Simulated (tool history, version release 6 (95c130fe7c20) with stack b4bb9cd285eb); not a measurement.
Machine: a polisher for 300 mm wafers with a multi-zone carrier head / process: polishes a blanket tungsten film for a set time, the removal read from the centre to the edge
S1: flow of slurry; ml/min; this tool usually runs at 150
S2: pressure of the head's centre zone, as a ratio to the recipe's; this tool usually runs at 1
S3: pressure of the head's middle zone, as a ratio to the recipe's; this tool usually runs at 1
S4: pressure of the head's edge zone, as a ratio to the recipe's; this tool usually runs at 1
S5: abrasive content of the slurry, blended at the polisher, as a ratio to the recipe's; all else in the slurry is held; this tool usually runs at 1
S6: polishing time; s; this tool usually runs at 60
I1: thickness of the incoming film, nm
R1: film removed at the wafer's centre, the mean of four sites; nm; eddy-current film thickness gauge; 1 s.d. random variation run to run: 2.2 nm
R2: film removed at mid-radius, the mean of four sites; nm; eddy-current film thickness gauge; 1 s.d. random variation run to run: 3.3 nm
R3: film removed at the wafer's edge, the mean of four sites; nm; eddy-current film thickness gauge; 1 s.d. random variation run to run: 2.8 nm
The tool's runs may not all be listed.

run 1 hour=0 | S1=150 S2=1 S3=1 S4=1 S5=1 S6=60 | I1=1001 | R1=276.3 R2=292.5 R3=295.3
run 2 hour=84.7 | S1=150 S2=1 S3=1 S4=1 S5=1 S6=60 | I1=1004.2 | R1=266.8 R2=284.6 R3=290.9
run 3 hour=102.3 | S1=150 S2=1 S3=1.03 S4=1 S5=1 S6=60 | I1=997 | R1=260 R2=293.6 R3=287.8
-- hour=119.6 slurry nozzle cleaned
run 4 hour=132.4 | S1=150 S2=1 S3=1.03 S4=1 S5=1 S6=60 | I1=993.8 | R1=298.3 R2=332.6 R3=310.9
-- hour=143.7 worn pad replaced by a new one
run 5 hour=153 | S1=150 S2=1 S3=1 S4=1.08 S5=1 S6=60 | I1=987.8 | R1=294.8 R2=323.6 R3=327
run 6 hour=167 | S1=150 S2=1 S3=1 S4=1.08 S5=1 S6=60 | I1=978.7 | R1=290.4 R2=316.9 R3=322.6
run 7 hour=199.5 | S1=150 S2=1.07 S3=1 S4=1 S5=1.2 S6=60 | I1=993.2 | R1=318 R2=334.8 R3=323.4
run 8 hour=220.9 | S1=120 S2=1 S3=0.92 S4=1 S5=1.1 S6=60 | I1=993.7 | R1=278.1 R2=292 R3=313.1
run 9 hour=243.3 | S1=110 S2=1 S3=1 S4=0.96 S5=1 S6=60 | I1=1005.8 | R1=258.1 R2=293.1 R3=287.8
run 10 hour=263.4 | S1=120 S2=1 S3=1 S4=0.92 S5=1 S6=67 | I1=991.8 | R1=291.4 R2=339.2 R3=318.9
-- hour=275.6 carrier head's membrane replaced by a new one
-- hour=277.4 centre zone pressure recalibrated
-- hour=279.3 edge zone pressure recalibrated
run 11 hour=280.2 | S1=150 S2=1 S3=1 S4=1 S5=1 S6=60 | I1=988.9 | R1=308.4 R2=316.6 R3=313.6
-- hour=284.9 worn pad replaced by a new one
run 12 hour=294.6 | S1=125 S2=1 S3=0.88 S4=1 S5=0.75 S6=66 | I1=1007.5 | R1=301.5 R2=270.2 R3=302.3
run 13 hour=323.6 | S1=110 S2=1 S3=1 S4=0.96 S5=1 S6=60 | I1=974.2 | R1=279.8 R2=292.8 R3=283.7
run 14 hour=357.2 | S1=150 S2=1 S3=1.1 S4=1 S5=1 S6=51 | I1=985.5 | R1=265.4 R2=289 R3=261.8

Alternative continuations, all from the tool just after run 14; predict every row:
run A hour=357.6 | S1=150 S2=1 S3=1 S4=1 S5=1 S6=60 | I1=998.5 | R1=? R2=? R3=?
run B hour=357.6 | S1=150 S2=1 S3=1 S4=1 S5=0.85 S6=60 | I1=998.5 | R1=? R2=? R3=?
run C hour=357.6 | S1=150 S2=1.06 S3=1 S4=1 S5=1 S6=69 | I1=998.5 | R1=? R2=? R3=?
run D hour=357.6 | S1=175 S2=1 S3=1 S4=1 S5=1 S6=60 | I1=998.5 | R1=? R2=? R3=?

run=A R1=305.6 R2=316.4 R3=309.2
run=B R1=292.3 R2=302.6 R3=295.7
run=C R1=369.5 R2=363.8 R3=355.6
run=D R1=317.3 R2=327 R3=316.6
With the hidden condition removed and each run's random variation left untouched, the same runs would have given:
run=A R1=317.5 R2=327.4 R3=316.8
run=B R1=303.6 R2=313.1 R3=303
run=C R1=383.8 R2=376.4 R3=364.4
run=D R1=327.7 R2=336.8 R3=323.4
